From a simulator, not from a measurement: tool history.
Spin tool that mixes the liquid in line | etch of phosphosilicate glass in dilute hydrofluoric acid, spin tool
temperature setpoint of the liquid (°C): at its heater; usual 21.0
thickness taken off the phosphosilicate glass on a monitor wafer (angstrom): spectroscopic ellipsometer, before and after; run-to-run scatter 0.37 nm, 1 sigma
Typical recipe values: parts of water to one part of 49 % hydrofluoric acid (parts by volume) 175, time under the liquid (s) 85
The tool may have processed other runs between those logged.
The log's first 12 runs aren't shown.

run    hour  temperature setpoint of the liquid (°C)  parts of water to one part of 49 % hydrofluoric acid (parts by volume)  time under the liquid (s)  wafers since the last listed run  hours since the thermometer was replaced  hours since the hydrofluoric acid flow meter was replaced  hours since the gauge calibration  read-back film thickness of the phosphosilicate glass reference wafer, read on the same gauge (nm)  thickness taken off the phosphosilicate glass on a monitor wafer (angstrom)
 13   590.2                                     24.0                                                                     210                        130                               390                                     412.1                                                      339.1                              375.4                                                                                               90.03                                                                        623.2
 14   652.7                                     22.5                                                                     240                         65                               658                                     474.6                                                      401.6                              437.9                                                                                               89.99                                                                        251.0
 15   694.3                                     17.0                                                                     255                        120                               437                                     516.2                                                      443.2                              479.5                                                                                               90.02                                                                        350.0
 16   742.6                                     18.0                                                                     175                         85                               508                                     564.5                                                      491.5                              527.8                                                                                               89.95                                                                        405.0
 17   774.1                                     21.0                                                                     225                         85                               331                                     596.0                                                      523.0                              559.3                                                                                               89.97                                                                        339.9
 18   822.1                                     21.0                                                                     175                         85                               505                                     644.0                                                      571.0                              607.3                                                                                               89.99                                                                        448.3
 19   866.4                                     21.0                                                                     175                         85                               466                                     688.3                                                      615.3                              651.6                                                                                               89.99                                                                        454.2
 20   899.2                                     18.0                                                                      95                         60                               345                                     721.1                                                      648.1                              684.4                                                                                               90.02                                                                        566.1
 21   928.4                                     17.5                                                                     235                        105                               307                                     750.3                                                      677.3                              713.6                                                                                               90.02                                                                        341.4
 22   986.3                                     25.5                                                                     175                         85                               609                                     808.2                                                      735.2                              771.5                                                                                               90.03                                                                        536.4
 23  1033.4                                     21.0                                                                     175                         85                               495                                     855.3                                                      782.3                              818.6                                                                                               90.01                                                                        458.2
 24  1094.1                                     21.0                                                                     235                         85                               639                                     916.0                                                      843.0                              879.3                                                                                               90.02                                                                        322.1
 25  1136.7                                     18.5                                                                     175                         85                               448                                     958.6                                                      885.6                              921.9                                                                                               89.97                                                                        412.9
 26  1180.1                                     18.5                                                                     175                        125                               456                                    1002.0                                                      929.0                              965.3                                                                                               89.97                                                                        607.1
 27  1241.3                                     23.5                                                                     240                         45                               644                                    1063.2                                                      990.2                             1026.5                                                                                               89.99                                                                        183.3
     1281.9  -- hydrofluoric acid flow meter replaced
 28  1304.6                                     21.0                                                                     100                         85                               655                                    1126.5                                                       22.7                             1089.8                                                                                               90.00                                                                        808.8
 29  1347.2                                     21.0                                                                     175                        120                               448                                    1169.1                                                       65.3                             1132.4                                                                                               90.00                                                                        604.9
 30  1400.3                                     21.0                                                                     115                         60                               559                                    1222.2                                                      118.4                             1185.5                                                                                               90.01                                                                        488.3
 31  1449.3                                     23.5                                                                     175                        100                               515                                    1271.2                                                      167.4                             1234.5                                                                                               90.02                                                                        560.8

5 ways to go on from here, each from the tool as it stands after run 31. What would each give?
  A  1449.7                                     21.0                                                                     175                        115                                 4                                    1271.6                                                      167.8                             1234.9                                                                                                   ?                                                                            ?
  B  1449.7                                     17.5                                                                     255                         65                                 4                                    1271.6                                                      167.8                             1234.9                                                                                                   ?                                                                            ?
  C  1449.7                                     21.0                                                                     245                         85                                 4                                    1271.6                                                      167.8                             1234.9                                                                                                   ?                                                                            ?
  D  1449.7                                     24.0                                                                     175                        115                                 4                                    1271.6                                                      167.8                             1234.9                                                                                                   ?                                                                            ?
  E  1449.7                                     21.0                                                                     175                         50                                 4                                    1271.6                                                      167.8                             1234.9                                                                                                   ?                                                                            ?

run  read-back film thickness of the phosphosilicate glass reference wafer, read on the same gauge (nm)  thickness taken off the phosphosilicate glass on a monitor wafer (angstrom)
  A                                                                                               90.00                                                                        579.3
  B                                                                                               90.00                                                                        182.1
  C                                                                                               90.00                                                                        286.2
  D                                                                                               90.00                                                                        651.0
  E                                                                                               90.00                                                                        251.9
What these runs would have given with no unlogged condition in the tool:
run  thickness taken off the phosphosilicate glass on a monitor wafer (angstrom)
  A                                                                        606.3
  B                                                                        190.4
  C                                                                        298.6
  D                                                                        679.9
  E                                                                        263.6
